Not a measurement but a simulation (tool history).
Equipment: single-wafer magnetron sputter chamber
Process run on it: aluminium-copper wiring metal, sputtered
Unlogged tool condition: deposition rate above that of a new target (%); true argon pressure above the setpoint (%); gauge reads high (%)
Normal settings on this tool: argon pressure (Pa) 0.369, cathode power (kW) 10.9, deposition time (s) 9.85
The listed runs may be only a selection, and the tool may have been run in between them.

run	hour	argon pressure (Pa)	cathode power (kW)	deposition time (s)	wafers since the last listed run	wafers on the sputter target	hours since the last manometer calibration	hours since the magnet pack was replaced	hours since the gauge calibration	read-back reference wafer on the same gauge, thickness_nm	mean film thickness on the monitor wafer (Å)
1	0	0.369	9.55	9.85	0	3747	1535.2	9791.5	253.8	202.857	1450.74
2	37.9	0.369	9.55	9.85	1351	5098	1573.1	9829.4	291.7	202.996	1439.91
3	122.5	0.369	10.9	9.85	3016	8115	1657.7	9914	376.3	203.033	1630.37
# hour 157.4: sputter target and shields replaced
4	194.6	0.369	10.9	9.85	2285	1326	1729.8	9986.1	448.4	202.786	1677.67
5	230.9	0.369	10.9	9.85	1294	2620	1766.1	10022.4	484.7	202.782	1656.68
6	307.9	0.369	10.9	9.85	2745	5366	1843.1	10099.4	561.7	203.208	1628.18
# hour 345: magnet pack replaced
# hour 352.2: gauge calibrated
# hour 359.8: sputter target and shields replaced
7	394.2	0.369	10.9	9.85	2506	1225	1929.4	49.2	42	202.843	1673.37
8	447.2	0.369	10.9	9.85	1889	3115	1982.4	102.2	95	203.161	1661.7
9	498.8	0.369	10.9	9.85	1839	4955	2034	153.8	146.6	202.843	1644.98
# hour 560.7: sputter target and shields replaced
10	561.2	0.281	10.9	9.85	1939	18	2096.4	216.2	209	203.087	1840.41
11	593.1	0.275	10.9	8.17	1137	1155	2128.3	248.1	240.9	203.433	1518.05
12	686.3	0.369	10.9	9.85	3323	4478	2221.5	341.3	334.1	203.266	1650.87
13	750.9	0.369	10.9	9.85	2303	6782	2286.1	405.9	398.7	203.297	1624.33
# hour 792.6: sputter target and shields replaced
14	793.1	0.369	10.9	11.79	1219	17	2328.3	448.1	440.9	202.699	1998.65
# hour 802.8: capacitance manometer re-zeroed and calibrated
15	873.9	0.278	12.3	9.85	2595	2613	71.1	528.9	521.7	202.737	2106.99
# hour 890.9: gauge calibrated
16	920.7	0.448	10.9	8.68	1668	4281	117.9	575.7	29.8	202.965	1413.89
# hour 999: sputter target and shields replaced
17	1019.3	0.369	10.9	10.97	3230	723	216.5	674.3	128.4	202.68	1949.08
18	1102.2	0.369	11.75	11.73	2955	3678	299.4	757.2	211.3	202.845	2205.21
19	1149.4	0.369	9.9	9.85	1682	5361	346.6	804.4	258.5	202.752	1543.14

Predict each of these 4 candidate next runs independently; none follows another, all start after run 19:
A	1149.8	0.329	10.9	9.85	14	5376	347	804.8	258.9	?	?
B	1149.8	0.227	9.5	9.85	14	5376	347	804.8	258.9	?	?
C	1149.8	0.279	12.95	8.44	14	5376	347	804.8	258.9	?	?
D	1149.8	0.324	11.75	8.98	14	5376	347	804.8	258.9	?	?

run	read-back reference wafer on the same gauge, thickness_nm	mean film thickness on the monitor wafer (Å)
A	202.937	1764.43
B	202.937	1683.42
C	202.937	1876.95
D	202.937	1741.61
The same runs, with their run-to-run variation unchanged, on a tool lacking any hidden condition would have given:
run	mean film thickness on the monitor wafer (Å)
A	1827.55
B	1735.4
C	1939.67
D	1803.52
